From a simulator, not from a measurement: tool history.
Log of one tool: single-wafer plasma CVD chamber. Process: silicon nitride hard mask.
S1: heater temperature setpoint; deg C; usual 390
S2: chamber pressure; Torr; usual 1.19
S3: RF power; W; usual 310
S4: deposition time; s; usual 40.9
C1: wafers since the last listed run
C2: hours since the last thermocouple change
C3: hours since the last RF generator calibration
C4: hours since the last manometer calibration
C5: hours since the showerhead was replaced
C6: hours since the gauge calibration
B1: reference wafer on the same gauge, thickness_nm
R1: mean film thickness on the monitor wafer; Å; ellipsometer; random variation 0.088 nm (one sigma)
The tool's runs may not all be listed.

run 1 day=0 | S1=378 S2=1.19 S3=310 S4=40.9 | C1=0 C2=1556 C3=2107.7 C4=2003.8 C5=5288.9 C6=185.1 | B1=47.106 | R1=442.81
run 2 day=1.208 | S1=390 S2=1.27 S3=310 S4=40.9 | C1=698 C2=1585 C3=2136.7 C4=2032.8 C5=5317.9 C6=214.1 | B1=47.113 | R1=453.24
run 3 day=2.242 | S1=390 S2=1.19 S3=310 S4=35.9 | C1=597 C2=1609.8 C3=2161.5 C4=2057.6 C5=5342.7 C6=238.9 | B1=47.104 | R1=388.31
run 4 day=3.712 | S1=390 S2=1.19 S3=310 S4=35.9 | C1=850 C2=1645.1 C3=2196.8 C4=2092.9 C5=5378 C6=274.2 | B1=47.075 | R1=387.28
-- day=4.329 gauge calibrated
run 5 day=4.508 | S1=390 S2=1.02 S3=310 S4=40.9 | C1=460 C2=1664.2 C3=2215.9 C4=2112 C5=5397.1 C6=4.3 | B1=47.138 | R1=417.29
run 6 day=5.362 | S1=390 S2=1.02 S3=310 S4=40.9 | C1=493 C2=1684.7 C3=2236.4 C4=2132.5 C5=5417.6 C6=24.8 | B1=47.105 | R1=417.7
run 7 day=6.808 | S1=390 S2=1.02 S3=310 S4=40.9 | C1=835 C2=1719.4 C3=2271.1 C4=2167.2 C5=5452.3 C6=59.5 | B1=47.097 | R1=417.83
run 8 day=7.542 | S1=383 S2=1.19 S3=310 S4=40.9 | C1=423 C2=1737 C3=2288.7 C4=2184.8 C5=5469.9 C6=77.1 | B1=47.104 | R1=447.16
run 9 day=8.158 | S1=383 S2=1.19 S3=310 S4=40.9 | C1=356 C2=1751.8 C3=2303.5 C4=2199.6 C5=5484.7 C6=91.9 | B1=47.096 | R1=447.11
run 10 day=8.904 | S1=390 S2=1.19 S3=310 S4=40.9 | C1=431 C2=1769.7 C3=2321.4 C4=2217.5 C5=5502.6 C6=109.8 | B1=47.117 | R1=444.43
run 11 day=10.45 | S1=390 S2=1.19 S3=310 S4=40.9 | C1=893 C2=1806.8 C3=2358.5 C4=2254.6 C5=5539.7 C6=146.9 | B1=47.085 | R1=445.69

Forecast run 12:
-- day=11.154 showerhead replaced, of another model than before
run 12 day=11.671 | S1=390 S2=1.29 S3=290 S4=43.3 | C1=513 C2=1836.1 C3=2387.8 C4=2283.9 C5=12.4 C6=176.2 | B1=? | R1=?

Run 12 gave B1 47.094, R1 447.73 Å.
Without the tool's hidden state the same run would have given R1 438.9 Å.
